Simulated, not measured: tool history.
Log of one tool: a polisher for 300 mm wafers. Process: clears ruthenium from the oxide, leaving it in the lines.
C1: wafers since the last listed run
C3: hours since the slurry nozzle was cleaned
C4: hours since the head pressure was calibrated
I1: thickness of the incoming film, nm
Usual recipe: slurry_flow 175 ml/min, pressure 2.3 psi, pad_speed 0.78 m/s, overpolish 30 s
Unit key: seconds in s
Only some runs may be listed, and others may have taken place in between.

{"run": 1, "hour": 0.0, "slurry_flow": 175, "pressure": 1.8, "pad_speed": 0.78, "overpolish": 30, "C1": 0, "wafers polished on this pad": 1115, "C3": 130.5, "C4": 228.1, "I1": 123.5, "seconds": 140.5}
{"hour": 19.6, "done": "worn pad replaced by a new one"}
{"run": 2, "hour": 21.4, "slurry_flow": 175, "pressure": 1.8, "pad_speed": 0.78, "overpolish": 30, "C1": 133, "wafers polished on this pad": 13, "C3": 151.9, "C4": 249.5, "I1": 123.5, "seconds": 134.8}
{"run": 3, "hour": 32.0, "slurry_flow": 175, "pressure": 1.8, "pad_speed": 0.78, "overpolish": 30, "C1": 81, "wafers polished on this pad": 94, "C3": 162.5, "C4": 260.1, "I1": 123.1, "seconds": 133.1}
{"run": 4, "hour": 79.6, "slurry_flow": 175, "pressure": 2.3, "pad_speed": 0.78, "overpolish": 30, "C1": 364, "wafers polished on this pad": 459, "C3": 210.1, "C4": 307.7, "I1": 123.1, "seconds": 107.7}
{"run": 5, "hour": 89.5, "slurry_flow": 175, "pressure": 2.3, "pad_speed": 0.78, "overpolish": 30, "C1": 75, "wafers polished on this pad": 535, "C3": 220, "C4": 317.6, "I1": 124.8, "seconds": 109.6}
{"run": 6, "hour": 103.2, "slurry_flow": 175, "pressure": 2.3, "pad_speed": 0.78, "overpolish": 30, "C1": 105, "wafers polished on this pad": 640, "C3": 233.7, "C4": 331.3, "I1": 126.5, "seconds": 113.1}
{"run": 7, "hour": 151.1, "slurry_flow": 175, "pressure": 2.3, "pad_speed": 0.78, "overpolish": 30, "C1": 367, "wafers polished on this pad": 1008, "C3": 281.6, "C4": 379.2, "I1": 124.3, "seconds": 113.7}
{"run": 8, "hour": 162.0, "slurry_flow": 175, "pressure": 2.7, "pad_speed": 0.78, "overpolish": 17, "C1": 83, "wafers polished on this pad": 1091, "C3": 292.5, "C4": 390.1, "I1": 124.6, "seconds": 97.3}
{"run": 9, "hour": 175.2, "slurry_flow": 175, "pressure": 2.7, "pad_speed": 0.78, "overpolish": 17, "C1": 101, "wafers polished on this pad": 1192, "C3": 305.7, "C4": 403.3, "I1": 123.1, "seconds": 91.8}
{"hour": 181.0, "done": "worn pad replaced by a new one, of another model than before"}
{"run": 10, "hour": 186.9, "slurry_flow": 175, "pressure": 2.7, "pad_speed": 0.78, "overpolish": 17, "C1": 59, "wafers polished on this pad": 45, "C3": 317.4, "C4": 415, "I1": 126, "seconds": 96.4}
{"run": 11, "hour": 200.6, "slurry_flow": 175, "pressure": 2.3, "pad_speed": 0.78, "overpolish": 30, "C1": 105, "wafers polished on this pad": 150, "C3": 331.1, "C4": 428.7, "I1": 124.5, "seconds": 107.8}
{"run": 12, "hour": 221.9, "slurry_flow": 175, "pressure": 2.3, "pad_speed": 0.78, "overpolish": 30, "C1": 163, "wafers polished on this pad": 313, "C3": 352.4, "C4": 450, "I1": 126.1, "seconds": 111.7}
{"run": 13, "hour": 234.4, "slurry_flow": 175, "pressure": 2.3, "pad_speed": 0.78, "overpolish": 30, "C1": 95, "wafers polished on this pad": 409, "C3": 364.9, "C4": 462.5, "I1": 125.1, "seconds": 107.9}
{"run": 14, "hour": 250.4, "slurry_flow": 175, "pressure": 2.3, "pad_speed": 0.78, "overpolish": 30, "C1": 122, "wafers polished on this pad": 532, "C3": 380.9, "C4": 478.5, "I1": 123.3, "seconds": 109}
{"run": 15, "hour": 259.9, "slurry_flow": 140, "pressure": 2.3, "pad_speed": 0.78, "overpolish": 30, "C1": 72, "wafers polished on this pad": 605, "C3": 390.4, "C4": 488, "I1": 125.2, "seconds": 115.3}
{"hour": 270.7, "done": "head pressure recalibrated"}
{"run": 16, "hour": 271.2, "slurry_flow": 230, "pressure": 1.5, "pad_speed": 1.04, "overpolish": 35, "C1": 71, "wafers polished on this pad": 676, "C3": 401.7, "C4": 0.5, "I1": 125.4, "seconds": 130.5}
{"run": 17, "hour": 278.4, "slurry_flow": 175, "pressure": 2.3, "pad_speed": 0.78, "overpolish": 30, "C1": 55, "wafers polished on this pad": 731, "C3": 408.9, "C4": 7.7, "I1": 124.7, "seconds": 110.8}
{"run": 18, "hour": 294.9, "slurry_flow": 175, "pressure": 2.9, "pad_speed": 0.78, "overpolish": 30, "C1": 126, "wafers polished on this pad": 858, "C3": 425.4, "C4": 24.2, "I1": 123.4, "seconds": 92}
{"run": 19, "hour": 301.8, "slurry_flow": 225, "pressure": 2.3, "pad_speed": 0.92, "overpolish": 16, "C1": 52, "wafers polished on this pad": 910, "C3": 432.3, "C4": 31.1, "I1": 126.6, "seconds": 103.4}
{"run": 20, "hour": 315.3, "slurry_flow": 175, "pressure": 2.3, "pad_speed": 1.04, "overpolish": 30, "C1": 103, "wafers polished on this pad": 1014, "C3": 445.8, "C4": 44.6, "I1": 124.8, "seconds": 100}
{"run": 21, "hour": 327.2, "slurry_flow": 150, "pressure": 2.3, "pad_speed": 0.78, "overpolish": 30, "C1": 91, "wafers polished on this pad": 1105, "C3": 457.7, "C4": 56.5, "I1": 124.8, "seconds": 114.1}
{"hour": 345.4, "done": "slurry nozzle cleaned"}
{"hour": 348.1, "done": "worn pad replaced by a new one"}
{"run": 22, "hour": 372.4, "slurry_flow": 175, "pressure": 2.3, "pad_speed": 0.78, "overpolish": 30, "C1": 318, "wafers polished on this pad": 186, "C3": 27, "C4": 101.7, "I1": 123.1, "seconds": 104.2}
{"run": 23, "hour": 383.5, "slurry_flow": 175, "pressure": 2.3, "pad_speed": 0.58, "overpolish": 30, "C1": 85, "wafers polished on this pad": 271, "C3": 38.1, "C4": 112.8, "I1": 123.2, "seconds": 119.4}
{"run": 24, "hour": 394.5, "slurry_flow": 175, "pressure": 2.9, "pad_speed": 0.78, "overpolish": 47, "C1": 84, "wafers polished on this pad": 355, "C3": 49.1, "C4": 123.8, "I1": 126.4, "seconds": 93.2}
{"run": 25, "hour": 407.7, "slurry_flow": 175, "pressure": 2.3, "pad_speed": 0.78, "overpolish": 30, "C1": 101, "wafers polished on this pad": 456, "C3": 62.3, "C4": 137, "I1": 122.9, "seconds": 108.2}
{"run": 26, "hour": 421.3, "slurry_flow": 175, "pressure": 2, "pad_speed": 0.9, "overpolish": 30, "C1": 104, "wafers polished on this pad": 560, "C3": 75.9, "C4": 150.6, "I1": 126.5, "seconds": 120.6}
{"run": 27, "hour": 436.2, "slurry_flow": 175, "pressure": 2.3, "pad_speed": 0.78, "overpolish": 30, "C1": 114, "wafers polished on this pad": 675, "C3": 90.8, "C4": 165.5, "I1": 124.8, "seconds": 109.6}

Describe how what the log doesn't record of the tool's condition differs between the last listed run preceding each entry between runs and the first listed run following it.
Runs 1 to 2: worn pad replaced by a new one (hour 19.6)
  removal rate lost through wear of the pad, %: 5.8 -> 0.831
  difference, measured minus the result without the unlogged condition, seconds: +8.2 -> +1.1 s
Runs 9 to 10: worn pad replaced by a new one, of another model than before (hour 181)
  removal rate lost through wear of the pad, %: 5.88 -> 0.654
  difference, measured minus the result without the unlogged condition, seconds: +5.4 -> +0.6 s
Runs 15 to 16: head pressure recalibrated (hour 270.7)
  removal rate lost through wear of the pad, %: 4.26 -> 4.52
  difference, measured minus the result without the unlogged condition, seconds: +4.9 -> +5.9 s
Runs 21 to 22: slurry nozzle cleaned (hour 345.4); worn pad replaced by a new one (hour 348.1)
  removal rate lost through wear of the pad, %: 5.27 -> 2.34
  difference, measured minus the result without the unlogged condition, seconds: +6 -> +2.4 s

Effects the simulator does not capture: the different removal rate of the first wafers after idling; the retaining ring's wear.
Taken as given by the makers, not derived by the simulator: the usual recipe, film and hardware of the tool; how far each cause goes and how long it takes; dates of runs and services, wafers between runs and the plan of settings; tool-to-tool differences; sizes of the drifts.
